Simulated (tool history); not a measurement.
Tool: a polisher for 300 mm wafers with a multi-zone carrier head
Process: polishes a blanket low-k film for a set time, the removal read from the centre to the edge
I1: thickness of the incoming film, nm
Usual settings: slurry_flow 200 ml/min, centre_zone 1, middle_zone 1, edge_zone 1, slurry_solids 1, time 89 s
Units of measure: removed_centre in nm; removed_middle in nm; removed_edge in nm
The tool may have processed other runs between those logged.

{"run": 1, "hour": 0.0, "slurry_flow": 215, "centre_zone": 1.09, "middle_zone": 1, "edge_zone": 1, "slurry_solids": 1, "time": 89, "I1": 408.5, "removed_centre": 35.9, "removed_middle": 33.5, "removed_edge": 33.9}
{"hour": 52.9, "done": "worn pad replaced by a new one"}
{"run": 2, "hour": 67.0, "slurry_flow": 200, "centre_zone": 1, "middle_zone": 1, "edge_zone": 1.04, "slurry_solids": 1, "time": 89, "I1": 410.5, "removed_centre": 33, "removed_middle": 33.2, "removed_edge": 33.7}
{"run": 3, "hour": 120.3, "slurry_flow": 200, "centre_zone": 1, "middle_zone": 1, "edge_zone": 1.04, "slurry_solids": 1, "time": 89, "I1": 415.3, "removed_centre": 31.6, "removed_middle": 33, "removed_edge": 33.9}
{"hour": 137.8, "done": "slurry nozzle cleaned"}
{"run": 4, "hour": 147.3, "slurry_flow": 200, "centre_zone": 1, "middle_zone": 1, "edge_zone": 1, "slurry_solids": 1, "time": 89, "I1": 410.2, "removed_centre": 32.5, "removed_middle": 34.1, "removed_edge": 33}
{"run": 5, "hour": 178.9, "slurry_flow": 200, "centre_zone": 1, "middle_zone": 1, "edge_zone": 1, "slurry_solids": 1, "time": 74, "I1": 405.4, "removed_centre": 27, "removed_middle": 27.7, "removed_edge": 28.1}
{"run": 6, "hour": 240.4, "slurry_flow": 200, "centre_zone": 0.96, "middle_zone": 1, "edge_zone": 1, "slurry_solids": 1, "time": 89, "I1": 416.1, "removed_centre": 31.1, "removed_middle": 33.6, "removed_edge": 33.4}
{"hour": 269.6, "done": "worn pad replaced by a new one"}
{"run": 7, "hour": 296.8, "slurry_flow": 200, "centre_zone": 1, "middle_zone": 1, "edge_zone": 1.04, "slurry_solids": 0.9, "time": 89, "I1": 410.7, "removed_centre": 31.1, "removed_middle": 33, "removed_edge": 32.9}
{"hour": 315.9, "done": "centre zone pressure recalibrated"}
{"run": 8, "hour": 342.7, "slurry_flow": 200, "centre_zone": 1, "middle_zone": 1, "edge_zone": 1.04, "slurry_solids": 0.9, "time": 89, "I1": 410.6, "removed_centre": 31.8, "removed_middle": 31.4, "removed_edge": 32.8}
{"run": 9, "hour": 369.6, "slurry_flow": 200, "centre_zone": 1, "middle_zone": 1, "edge_zone": 1, "slurry_solids": 1, "time": 89, "I1": 407.6, "removed_centre": 33.3, "removed_middle": 33.6, "removed_edge": 32.7}
{"run": 10, "hour": 410.1, "slurry_flow": 145, "centre_zone": 1, "middle_zone": 1, "edge_zone": 1, "slurry_solids": 1, "time": 89, "I1": 402.8, "removed_centre": 31.7, "removed_middle": 31.8, "removed_edge": 31.2}
{"hour": 461.0, "done": "slurry nozzle cleaned"}
{"run": 11, "hour": 476.5, "slurry_flow": 200, "centre_zone": 1, "middle_zone": 0.9, "edge_zone": 1, "slurry_solids": 1.25, "time": 89, "I1": 409.6, "removed_centre": 37, "removed_middle": 34.8, "removed_edge": 36.4}
{"hour": 482.2, "done": "edge zone pressure recalibrated"}
{"hour": 501.2, "done": "worn pad replaced by a new one"}
{"run": 12, "hour": 538.0, "slurry_flow": 230, "centre_zone": 1, "middle_zone": 1, "edge_zone": 1, "slurry_solids": 1, "time": 89, "I1": 401.9, "removed_centre": 33.9, "removed_middle": 34.5, "removed_edge": 34.3}
{"run": 13, "hour": 567.5, "slurry_flow": 155, "centre_zone": 0.89, "middle_zone": 1, "edge_zone": 0.93, "slurry_solids": 1, "time": 89, "I1": 413.8, "removed_centre": 29.5, "removed_middle": 33.5, "removed_edge": 32.3}
{"run": 14, "hour": 615.4, "slurry_flow": 200, "centre_zone": 1, "middle_zone": 0.9, "edge_zone": 1, "slurry_solids": 1.25, "time": 89, "I1": 411.7, "removed_centre": 36.4, "removed_middle": 35.1, "removed_edge": 35.9}
{"hour": 650.1, "done": "carrier head's membrane replaced by a new one"}
{"run": 15, "hour": 650.6, "slurry_flow": 230, "centre_zone": 1, "middle_zone": 1, "edge_zone": 1, "slurry_solids": 1, "time": 89, "I1": 401.3, "removed_centre": 33.9, "removed_middle": 34.4, "removed_edge": 33.7}
{"hour": 698.6, "done": "worn pad replaced by a new one"}
{"run": 16, "hour": 699.1, "slurry_flow": 200, "centre_zone": 1, "middle_zone": 1, "edge_zone": 1, "slurry_solids": 0.9, "time": 89, "I1": 410.4, "removed_centre": 31.4, "removed_middle": 31.9, "removed_edge": 31.5}
{"run": 17, "hour": 759.3, "slurry_flow": 200, "centre_zone": 1, "middle_zone": 1, "edge_zone": 1.11, "slurry_solids": 1, "time": 77, "I1": 407.5, "removed_centre": 27.6, "removed_middle": 28.2, "removed_edge": 29.6}
{"hour": 775.6, "done": "slurry nozzle cleaned"}
{"run": 18, "hour": 823.7, "slurry_flow": 200, "centre_zone": 1, "middle_zone": 1, "edge_zone": 1, "slurry_solids": 1, "time": 89, "I1": 405.5, "removed_centre": 33.3, "removed_middle": 34.1, "removed_edge": 33.9}
{"run": 19, "hour": 869.7, "slurry_flow": 200, "centre_zone": 1, "middle_zone": 0.92, "edge_zone": 1, "slurry_solids": 1, "time": 89, "I1": 402.3, "removed_centre": 32.9, "removed_middle": 32.7, "removed_edge": 34.3}
{"run": 20, "hour": 932.0, "slurry_flow": 200, "centre_zone": 1, "middle_zone": 1, "edge_zone": 1, "slurry_solids": 1, "time": 89, "I1": 409.6, "removed_centre": 32.4, "removed_middle": 33.2, "removed_edge": 33}
{"hour": 947.2, "done": "worn pad replaced by a new one"}
{"run": 21, "hour": 966.7, "slurry_flow": 200, "centre_zone": 1, "middle_zone": 1, "edge_zone": 1, "slurry_solids": 1, "time": 89, "I1": 403.8, "removed_centre": 32.4, "removed_middle": 33.3, "removed_edge": 34}

4 options for the next run, each taken on its own from the tool as it stands now. Forecast them:
{"run": "A", "hour": 967.1, "slurry_flow": 200, "centre_zone": 1, "middle_zone": 1, "edge_zone": 1, "slurry_solids": 1, "time": 89, "I1": 415, "removed_centre": "?", "removed_middle": "?", "removed_edge": "?"}
{"run": "B", "hour": 967.1, "slurry_flow": 200, "centre_zone": 1, "middle_zone": 1, "edge_zone": 1, "slurry_solids": 1, "time": 111, "I1": 415, "removed_centre": "?", "removed_middle": "?", "removed_edge": "?"}
{"run": "C", "hour": 967.1, "slurry_flow": 165, "centre_zone": 0.88, "middle_zone": 1.05, "edge_zone": 1.03, "slurry_solids": 1, "time": 89, "I1": 415, "removed_centre": "?", "removed_middle": "?", "removed_edge": "?"}
{"run": "D", "hour": 967.1, "slurry_flow": 145, "centre_zone": 0.92, "middle_zone": 1, "edge_zone": 0.94, "slurry_solids": 1, "time": 89, "I1": 415, "removed_centre": "?", "removed_middle": "?", "removed_edge": "?"}

run=A removed_centre=32.7 removed_middle=33.7 removed_edge=33.1
run=B removed_centre=40.8 removed_middle=42 removed_edge=41.3
run=C removed_centre=28.2 removed_middle=34 removed_edge=33.1
run=D removed_centre=29 removed_middle=32.7 removed_edge=31.4
With the hidden condition removed and each run's random variation left untouched, the same runs would have given:
run=A removed_centre=33.9 removed_middle=34.2 removed_edge=33.5
run=B removed_centre=42.3 removed_middle=42.6 removed_edge=41.7
run=C removed_centre=29.3 removed_middle=34.6 removed_edge=33.5
run=D removed_centre=30.2 removed_middle=33.2 removed_edge=31.8

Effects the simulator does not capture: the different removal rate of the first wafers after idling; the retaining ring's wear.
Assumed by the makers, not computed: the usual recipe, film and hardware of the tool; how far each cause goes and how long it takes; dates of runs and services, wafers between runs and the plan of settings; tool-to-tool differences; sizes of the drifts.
